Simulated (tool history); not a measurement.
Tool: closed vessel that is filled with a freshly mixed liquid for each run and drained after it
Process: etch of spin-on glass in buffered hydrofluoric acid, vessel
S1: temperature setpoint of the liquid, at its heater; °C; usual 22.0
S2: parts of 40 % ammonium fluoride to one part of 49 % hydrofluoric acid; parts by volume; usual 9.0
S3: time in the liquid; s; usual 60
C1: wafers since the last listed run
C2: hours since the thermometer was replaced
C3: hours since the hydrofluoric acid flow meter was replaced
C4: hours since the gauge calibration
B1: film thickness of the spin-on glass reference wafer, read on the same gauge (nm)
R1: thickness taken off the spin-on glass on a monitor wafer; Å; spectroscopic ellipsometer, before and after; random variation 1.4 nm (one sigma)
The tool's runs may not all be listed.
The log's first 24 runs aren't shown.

{"run": 25, "hour": 1432.6, "S1": 22.0, "S2": 9.0, "S3": 60, "C1": 2131, "C2": 137.6, "C3": 485.7, "C4": 254.9, "B1": 130.01, "R1": 1431.8}
{"run": 26, "hour": 1488.0, "S1": 22.0, "S2": 9.0, "S3": 60, "C1": 3772, "C2": 193.0, "C3": 541.1, "C4": 310.3, "B1": 130.0, "R1": 1433.1}
{"run": 27, "hour": 1525.6, "S1": 22.0, "S2": 9.0, "S3": 60, "C1": 2560, "C2": 230.6, "C3": 578.7, "C4": 347.9, "B1": 130.0, "R1": 1430.3}
{"run": 28, "hour": 1560.2, "S1": 25.5, "S2": 9.0, "S3": 60, "C1": 2356, "C2": 265.2, "C3": 613.3, "C4": 382.5, "B1": 129.99, "R1": 1756.9}
{"run": 29, "hour": 1602.7, "S1": 24.5, "S2": 9.0, "S3": 35, "C1": 2894, "C2": 307.7, "C3": 655.8, "C4": 425.0, "B1": 130.0, "R1": 983.8}
{"run": 30, "hour": 1643.9, "S1": 25.5, "S2": 6.0, "S3": 30, "C1": 2805, "C2": 348.9, "C3": 697.0, "C4": 466.2, "B1": 130.0, "R1": 1329.3}
{"run": 31, "hour": 1677.5, "S1": 22.0, "S2": 9.0, "S3": 60, "C1": 2288, "C2": 382.5, "C3": 730.6, "C4": 499.8, "B1": 129.99, "R1": 1457.3}
{"run": 32, "hour": 1707.7, "S1": 27.0, "S2": 8.0, "S3": 80, "C1": 2056, "C2": 412.7, "C3": 760.8, "C4": 530.0, "B1": 130.02, "R1": 2897.5}
{"run": 33, "hour": 1734.7, "S1": 27.0, "S2": 9.0, "S3": 60, "C1": 1838, "C2": 439.7, "C3": 787.8, "C4": 557.0, "B1": 130.0, "R1": 1869.8}
{"hour": 1788.5, "done": "hydrofluoric acid flow meter replaced"}
{"run": 34, "hour": 1805.1, "S1": 22.0, "S2": 9.0, "S3": 60, "C1": 4725, "C2": 510.1, "C3": 16.6, "C4": 627.4, "B1": 130.0, "R1": 1427.6}

3 ways to go on from here, each from the tool as it stands after run 34. What would each give?
{"run": "A", "hour": 1805.8, "S1": 22.0, "S2": 9.0, "S3": 30, "C1": 47, "C2": 510.8, "C3": 17.3, "C4": 628.1, "B1": "?", "R1": "?"}
{"run": "B", "hour": 1805.8, "S1": 25.0, "S2": 12.0, "S3": 60, "C1": 47, "C2": 510.8, "C3": 17.3, "C4": 628.1, "B1": "?", "R1": "?"}
{"run": "C", "hour": 1805.8, "S1": 24.5, "S2": 9.0, "S3": 60, "C1": 47, "C2": 510.8, "C3": 17.3, "C4": 628.1, "B1": "?", "R1": "?"}

run=A B1=130.01 R1=725.8
run=B B1=130.01 R1=1340.2
run=C B1=130.01 R1=1664.6
Without the tool's hidden state the same runs would have given:
run=A R1=725.8
run=B R1=1340.2
run=C R1=1664.6

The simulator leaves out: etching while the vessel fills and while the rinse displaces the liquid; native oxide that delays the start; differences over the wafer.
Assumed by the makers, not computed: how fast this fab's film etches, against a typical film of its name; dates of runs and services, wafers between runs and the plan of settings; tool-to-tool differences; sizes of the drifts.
